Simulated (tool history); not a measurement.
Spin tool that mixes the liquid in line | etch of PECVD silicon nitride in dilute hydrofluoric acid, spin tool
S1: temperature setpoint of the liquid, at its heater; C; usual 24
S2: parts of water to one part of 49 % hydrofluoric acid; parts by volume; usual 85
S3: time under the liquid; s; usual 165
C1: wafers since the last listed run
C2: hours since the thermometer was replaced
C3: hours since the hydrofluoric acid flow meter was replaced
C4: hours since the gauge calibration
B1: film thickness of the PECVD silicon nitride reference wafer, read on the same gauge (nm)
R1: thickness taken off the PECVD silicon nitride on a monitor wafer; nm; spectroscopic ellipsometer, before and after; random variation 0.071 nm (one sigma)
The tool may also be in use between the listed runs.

| run | hour | S1 | S2 | S3 | C1 | C2 | C3 | C4 | B1 | R1 |
|---|---|---|---|---|---|---|---|---|---|---|
| 1 | 0 | 24 | 115 | 165 | 0 | 1864.2 | 432.3 | 618.3 | 79.99 | 8.58 |
| 2 | 55.4 | 24 | 115 | 165 | 519 | 1919.6 | 487.7 | 673.7 | 80.02 | 8.52 |
| 3 | 206.7 | 24 | 115 | 165 | 1418 | 2070.9 | 639 | 825 | 80.01 | 8.6 |
| 4 | 238.3 | 24 | 85 | 200 | 296 | 2102.5 | 670.6 | 856.6 | 80.03 | 13.92 |
| 5 | 282.6 | 22.5 | 85 | 165 | 415 | 2146.8 | 714.9 | 900.9 | 79.99 | 10.45 |
| 6 | 351.1 | 22.5 | 85 | 165 | 642 | 2215.3 | 783.4 | 969.4 | 80.01 | 10.49 |
| 7 | 421.5 | 22.5 | 85 | 165 | 660 | 2285.7 | 853.8 | 1039.8 | 80 | 10.45 |
| 8 | 492.5 | 24 | 85 | 165 | 665 | 2356.7 | 924.8 | 1110.8 | 80.02 | 11.68 |
| 9 | 551.6 | 24 | 85 | 165 | 554 | 2415.8 | 983.9 | 1169.9 | 80.03 | 11.62 |
| 10 | 610.4 | 24 | 85 | 165 | 551 | 2474.6 | 1042.7 | 1228.7 | 80.04 | 11.5 |
| 11 | 678.9 | 25 | 85 | 165 | 642 | 2543.1 | 1111.2 | 1297.2 | 79.96 | 12.4 |
| 12 | 736.7 | 25 | 85 | 165 | 542 | 2600.9 | 1169 | 1355 | 80.01 | 12.48 |
| 13 | 793.8 | 24 | 60 | 100 | 535 | 2658 | 1226.1 | 1412.1 | 80.02 | 10 |
|  | 802.3 | hydrofluoric acid flow meter replaced |
| 14 | 829.5 | 24 | 85 | 210 | 325 | 2693.7 | 27.2 | 1447.8 | 79.94 | 14.93 |
|  | 836.4 | gauge calibrated |
| 15 | 897.9 | 24 | 115 | 165 | 641 | 2762.1 | 95.6 | 61.5 | 79.98 | 8.68 |
| 16 | 946.3 | 28 | 125 | 90 | 453 | 2810.5 | 144 | 109.9 | 80.04 | 5.62 |
| 17 | 993.9 | 22.5 | 85 | 165 | 446 | 2858.1 | 191.6 | 157.5 | 80.03 | 10.67 |
| 18 | 1051.1 | 24 | 85 | 165 | 536 | 2915.3 | 248.8 | 214.7 | 79.97 | 11.81 |
| 19 | 1111.4 | 21.5 | 120 | 165 | 565 | 2975.6 | 309.1 | 275 | 80.01 | 7.12 |
|  | 1133.2 | thermometer replaced |
| 20 | 1149.3 | 19.5 | 85 | 125 | 346 | 16.1 | 347 | 312.9 | 80.02 | 6.93 |
| 21 | 1353.6 | 24 | 95 | 165 | 1915 | 220.4 | 551.3 | 517.2 | 79.98 | 10.92 |
| 22 | 1408.1 | 25.5 | 120 | 210 | 511 | 274.9 | 605.8 | 571.7 | 80.03 | 12.22 |
| 23 | 1455 | 24 | 85 | 165 | 439 | 321.8 | 652.7 | 618.6 | 80.02 | 12.26 |

The next listed run, before its measurement:
| 24 | 1496.6 | 28 | 65 | 255 | 390 | 363.4 | 694.3 | 660.2 | ? | ? |

{"run 24": {"B1": 79.99, "R1": 32.08}}
Without the tool's hidden state the same run would have given R1 28.84 nm.
